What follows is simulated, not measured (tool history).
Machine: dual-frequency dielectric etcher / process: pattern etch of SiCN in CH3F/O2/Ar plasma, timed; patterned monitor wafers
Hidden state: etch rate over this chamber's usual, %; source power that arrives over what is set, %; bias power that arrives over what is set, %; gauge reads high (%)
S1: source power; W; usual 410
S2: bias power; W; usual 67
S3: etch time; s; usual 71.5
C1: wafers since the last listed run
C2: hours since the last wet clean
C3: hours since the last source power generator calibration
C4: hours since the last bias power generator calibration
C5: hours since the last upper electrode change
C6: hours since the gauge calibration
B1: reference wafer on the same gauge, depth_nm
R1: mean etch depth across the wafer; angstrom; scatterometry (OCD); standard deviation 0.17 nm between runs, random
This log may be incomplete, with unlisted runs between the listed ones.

run 1 hour=0.0 | S1=410 S2=67 S3=71.5 | C1=0 C2=464.1 C3=4492.4 C4=2648.6 C5=3442.1 C6=537.1 | B1=29.59 | R1=250.9
run 2 hour=56.3 | S1=410 S2=67 S3=71.5 | C1=847 C2=520.4 C3=4548.7 C4=2704.9 C5=3498.4 C6=593.4 | B1=29.59 | R1=247.5
run 3 hour=101.8 | S1=410 S2=67 S3=71.5 | C1=685 C2=565.9 C3=4594.2 C4=2750.4 C5=3543.9 C6=638.9 | B1=29.61 | R1=248.5
-- hour=155.0 wet clean of the chamber
-- hour=155.2 gauge calibrated
run 4 hour=155.5 | S1=410 S2=67 S3=71.5 | C1=447 C2=0.5 C3=4647.9 C4=2804.1 C5=3597.6 C6=0.3 | B1=29.62 | R1=266.3
run 5 hour=194.5 | S1=410 S2=67 S3=71.5 | C1=587 C2=39.5 C3=4686.9 C4=2843.1 C5=3636.6 C6=39.3 | B1=29.62 | R1=261.9
run 6 hour=249.3 | S1=410 S2=67 S3=71.5 | C1=825 C2=94.3 C3=4741.7 C4=2897.9 C5=3691.4 C6=94.1 | B1=29.58 | R1=262.1
run 7 hour=316.1 | S1=410 S2=60 S3=76.0 | C1=1005 C2=161.1 C3=4808.5 C4=2964.7 C5=3758.2 C6=160.9 | B1=29.57 | R1=267.8
run 8 hour=367.2 | S1=410 S2=67 S3=71.5 | C1=769 C2=212.2 C3=4859.6 C4=3015.8 C5=3809.3 C6=212.0 | B1=29.61 | R1=256.6
run 9 hour=428.2 | S1=410 S2=67 S3=71.5 | C1=918 C2=273.2 C3=4920.6 C4=3076.8 C5=3870.3 C6=273.0 | B1=29.58 | R1=259.1
-- hour=435.3 bias power generator calibrated
run 10 hour=479.7 | S1=410 S2=67 S3=71.5 | C1=715 C2=324.7 C3=4972.1 C4=44.4 C5=3921.8 C6=324.5 | B1=29.61 | R1=253.1
-- hour=529.8 upper electrode replaced
run 11 hour=531.6 | S1=440 S2=67 S3=71.5 | C1=420 C2=376.6 C3=5024.0 C4=96.3 C5=1.8 C6=376.4 | B1=29.59 | R1=264.5
run 12 hour=566.2 | S1=350 S2=67 S3=71.5 | C1=520 C2=411.2 C3=5058.6 C4=130.9 C5=36.4 C6=411.0 | B1=29.60 | R1=236.5
-- hour=570.6 source power generator calibrated
-- hour=623.1 wet clean of the chamber
run 13 hour=623.6 | S1=350 S2=67 S3=71.5 | C1=442 C2=0.5 C3=53.0 C4=188.3 C5=93.8 C6=468.4 | B1=29.66 | R1=244.5
run 14 hour=652.5 | S1=500 S2=67 S3=71.5 | C1=435 C2=29.4 C3=81.9 C4=217.2 C5=122.7 C6=497.3 | B1=29.59 | R1=286.0
run 15 hour=702.0 | S1=460 S2=72 S3=80.5 | C1=745 C2=78.9 C3=131.4 C4=266.7 C5=172.2 C6=546.8 | B1=29.65 | R1=318.6
run 16 hour=771.6 | S1=490 S2=76 S3=71.5 | C1=1047 C2=148.5 C3=201.0 C4=336.3 C5=241.8 C6=616.4 | B1=29.62 | R1=294.6
-- hour=782.4 gauge calibrated
run 17 hour=803.0 | S1=410 S2=75 S3=71.5 | C1=472 C2=179.9 C3=232.4 C4=367.7 C5=273.2 C6=20.6 | B1=29.64 | R1=267.3
run 18 hour=832.1 | S1=460 S2=74 S3=62.5 | C1=438 C2=209.0 C3=261.5 C4=396.8 C5=302.3 C6=49.7 | B1=29.65 | R1=247.0
run 19 hour=858.8 | S1=370 S2=78 S3=77.5 | C1=401 C2=235.7 C3=288.2 C4=423.5 C5=329.0 C6=76.4 | B1=29.64 | R1=281.2
run 20 hour=920.7 | S1=380 S2=67 S3=71.5 | C1=931 C2=297.6 C3=350.1 C4=485.4 C5=390.9 C6=138.3 | B1=29.63 | R1=248.1
run 21 hour=951.0 | S1=350 S2=74 S3=80.5 | C1=456 C2=327.9 C3=380.4 C4=515.7 C5=421.2 C6=168.6 | B1=29.60 | R1=274.0
run 22 hour=993.1 | S1=500 S2=82 S3=61.0 | C1=633 C2=370.0 C3=422.5 C4=557.8 C5=463.3 C6=210.7 | B1=29.59 | R1=249.1
run 23 hour=1018.3 | S1=410 S2=67 S3=71.5 | C1=379 C2=395.2 C3=447.7 C4=583.0 C5=488.5 C6=235.9 | B1=29.61 | R1=249.9
run 24 hour=1070.8 | S1=440 S2=67 S3=85.0 | C1=790 C2=447.7 C3=500.2 C4=635.5 C5=541.0 C6=288.4 | B1=29.54 | R1=308.7
run 25 hour=1101.8 | S1=410 S2=67 S3=71.5 | C1=466 C2=478.7 C3=531.2 C4=666.5 C5=572.0 C6=319.4 | B1=29.59 | R1=249.0
run 26 hour=1143.2 | S1=370 S2=67 S3=89.0 | C1=623 C2=520.1 C3=572.6 C4=707.9 C5=613.4 C6=360.8 | B1=29.61 | R1=294.8
-- hour=1211.8 wet clean of the chamber
run 27 hour=1212.3 | S1=410 S2=67 S3=71.5 | C1=678 C2=0.5 C3=641.7 C4=777.0 C5=682.5 C6=429.9 | B1=29.58 | R1=268.0

Alternative continuations, all from the tool just after run 27; predict every row:
run A hour=1212.7 | S1=410 S2=67 S3=71.5 | C1=6 C2=0.9 C3=642.1 C4=777.4 C5=682.9 C6=430.3 | B1=? | R1=?
run B hour=1212.7 | S1=410 S2=57 S3=71.5 | C1=6 C2=0.9 C3=642.1 C4=777.4 C5=682.9 C6=430.3 | B1=? | R1=?
run C hour=1212.7 | S1=410 S2=62 S3=78.5 | C1=6 C2=0.9 C3=642.1 C4=777.4 C5=682.9 C6=430.3 | B1=? | R1=?

run=A B1=29.60 R1=265.1
run=B B1=29.60 R1=251.8
run=C B1=29.60 R1=283.8
Had the tool no hidden state, the same runs would have come out as:
run=A R1=263.3
run=B R1=250.1
run=C R1=281.9

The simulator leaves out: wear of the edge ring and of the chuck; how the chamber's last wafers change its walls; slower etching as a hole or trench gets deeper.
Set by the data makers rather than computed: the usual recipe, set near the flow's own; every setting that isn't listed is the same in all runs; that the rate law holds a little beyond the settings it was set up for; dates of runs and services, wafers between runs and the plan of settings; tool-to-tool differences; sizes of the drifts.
